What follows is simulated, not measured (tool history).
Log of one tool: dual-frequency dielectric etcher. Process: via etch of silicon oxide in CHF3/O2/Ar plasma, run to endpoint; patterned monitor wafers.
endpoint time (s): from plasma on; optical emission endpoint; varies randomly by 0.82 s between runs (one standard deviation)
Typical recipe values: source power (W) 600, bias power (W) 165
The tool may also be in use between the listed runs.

run,hour,source power (W),bias power (W),"incoming incoming film thickness, nm",endpoint time (s)
1,0,600,165,567,270.6
2,31.4,600,165,560.8,265.3
3,47.2,600,165,563.1,265.1
4,74.4,600,165,571,269.4
5,99.2,600,165,562.1,264
6,123.2,600,165,568.1,268
7,168.2,600,165,564.9,263.6
8,183.2,600,165,569.7,265.8
9,203.9,700,165,570.1,257
10,252.4,600,165,567.8,276.1
11,259,600,165,571.6,275.2
12,325.9,600,165,566.8,272.4
13,343.3,600,165,571.5,274.7
14,378,600,204,571.3,247
15,395.2,510,182,567,267.7
16,420.7,460,197,567.8,262.4
17,449.1,600,165,568.2,270.3
18,516.1,560,197,569.3,250
19,528.1,750,130,556.3,278.1
20,544.3,560,138,565,292.8
21,569.7,600,150,565.8,276.9
22,591.6,660,165,568.7,260.2
23,627.3,720,141,568.8,275.7

Not shown here: 4 entries made in the log between runs. Locate each between two listed runs and compare the hidden state at the listed run before it with the hidden state at the listed run after it:
Runs 8 to 9: source power generator calibrated (hour 191.4)
  etch rate over this chamber's usual, %: 3.45 -> 3.65
  measured value less the no-hidden-state value, endpoint time (s): -9.2 -> -9.4
Runs 9 to 10: wet clean of the chamber (hour 251.9)
  etch rate over this chamber's usual, %: 3.65 -> -0.395
  measured value less the no-hidden-state value, endpoint time (s): -9.4 -> +1.1
Runs 11 to 12: upper electrode replaced (hour 318.2)
  etch rate over this chamber's usual, %: -0.329 -> 0.332
  measured value less the no-hidden-state value, endpoint time (s): +0.9 -> -0.9
Runs 12 to 13: bias power generator calibrated (hour 338.3)
  etch rate over this chamber's usual, %: 0.332 -> 0.504
  measured value less the no-hidden-state value, endpoint time (s): -0.9 -> -1.4
